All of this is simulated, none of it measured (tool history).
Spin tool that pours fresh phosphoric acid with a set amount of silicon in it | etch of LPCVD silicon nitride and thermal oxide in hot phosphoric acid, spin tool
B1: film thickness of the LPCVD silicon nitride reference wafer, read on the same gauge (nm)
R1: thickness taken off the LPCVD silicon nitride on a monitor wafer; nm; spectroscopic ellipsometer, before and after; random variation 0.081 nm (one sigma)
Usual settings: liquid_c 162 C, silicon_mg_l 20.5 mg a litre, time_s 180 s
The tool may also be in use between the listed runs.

{"run": 1, "day": 0.0, "liquid_c": 162, "silicon_mg_l": 20.5, "time_s": 180, "B1": 129.97, "R1": 16.8}
{"run": 2, "day": 1.383, "liquid_c": 162, "silicon_mg_l": 20.5, "time_s": 180, "B1": 130, "R1": 16.81}
{"run": 3, "day": 3.625, "liquid_c": 162, "silicon_mg_l": 20.5, "time_s": 180, "B1": 129.97, "R1": 16.81}
{"day": 5.512, "done": "dissolved silicon flow meter replaced"}
{"run": 4, "day": 6.175, "liquid_c": 162, "silicon_mg_l": 20.5, "time_s": 180, "B1": 129.99, "R1": 16.84}
{"run": 5, "day": 8.979, "liquid_c": 162, "silicon_mg_l": 20.5, "time_s": 180, "B1": 129.99, "R1": 16.82}
{"run": 6, "day": 10.55, "liquid_c": 162, "silicon_mg_l": 20.5, "time_s": 180, "B1": 129.99, "R1": 16.68}
{"run": 7, "day": 13.362, "liquid_c": 162, "silicon_mg_l": 20.5, "time_s": 180, "B1": 129.97, "R1": 16.96}
{"day": 13.912, "done": "gauge calibrated"}
{"run": 8, "day": 15.608, "liquid_c": 162, "silicon_mg_l": 20.5, "time_s": 145, "B1": 130.03, "R1": 13.67}
{"run": 9, "day": 17.192, "liquid_c": 160.5, "silicon_mg_l": 20.5, "time_s": 180, "B1": 129.99, "R1": 16.26}
{"run": 10, "day": 22.638, "liquid_c": 160.5, "silicon_mg_l": 20.5, "time_s": 180, "B1": 130.01, "R1": 16.3}
{"run": 11, "day": 25.15, "liquid_c": 162, "silicon_mg_l": 20.5, "time_s": 180, "B1": 129.97, "R1": 16.87}
{"day": 26.558, "done": "heated supply line repaired"}
{"run": 12, "day": 27.95, "liquid_c": 160, "silicon_mg_l": 26, "time_s": 180, "B1": 130, "R1": 15.96}
{"run": 13, "day": 29.562, "liquid_c": 161, "silicon_mg_l": 12.5, "time_s": 180, "B1": 129.99, "R1": 16.58}
{"run": 14, "day": 31.725, "liquid_c": 160, "silicon_mg_l": 13.5, "time_s": 180, "B1": 130.01, "R1": 16.11}
{"day": 32.042, "done": "dissolved silicon flow meter replaced"}
{"run": 15, "day": 34.004, "liquid_c": 163.5, "silicon_mg_l": 35.5, "time_s": 225, "B1": 129.99, "R1": 22.56}
{"day": 35.725, "done": "thermometer replaced"}
{"run": 16, "day": 36.829, "liquid_c": 163, "silicon_mg_l": 16, "time_s": 140, "B1": 130.02, "R1": 12.58}
{"run": 17, "day": 38.546, "liquid_c": 162, "silicon_mg_l": 20.5, "time_s": 180, "B1": 130, "R1": 15.82}
{"run": 18, "day": 39.55, "liquid_c": 160, "silicon_mg_l": 36.5, "time_s": 270, "B1": 130.02, "R1": 22.24}
{"run": 19, "day": 42.508, "liquid_c": 164.5, "silicon_mg_l": 33.5, "time_s": 85, "B1": 129.98, "R1": 8.19}
{"run": 20, "day": 43.908, "liquid_c": 162, "silicon_mg_l": 20.5, "time_s": 180, "B1": 129.99, "R1": 15.92}
{"run": 21, "day": 45.7, "liquid_c": 162, "silicon_mg_l": 7.5, "time_s": 180, "B1": 129.99, "R1": 15.93}

Hidden state or all else? Some run-to-run changes of R1, split into what the settings, what came in and random variation would give without the hidden state, and what is left for the hidden state (with any gauge scatter that isn't in both results):
The hidden state here: liquid hotter than its thermometer reads (K); dissolved silicon flow below the setpoint (%); temperature lost on the way to the wafer (K); gauge reads high (%).
Run 14 -> 15: liquid_c 160 -> 163.5, silicon_mg_l 13.5 -> 35.5, time_s 180 -> 225, dissolved silicon flow meter replaced. R1 +6.45 nm: hidden state +0.57, all else +5.88.
Run 15 -> 16: liquid_c 163.5 -> 163, silicon_mg_l 35.5 -> 16, time_s 225 -> 140, thermometer replaced. R1 -9.98 nm: hidden state -1.94, all else -8.04.
Run 18 -> 19: liquid_c 160 -> 164.5, silicon_mg_l 36.5 -> 33.5, time_s 270 -> 85. R1 -14.05 nm: hidden state -0.09, all else -13.96.
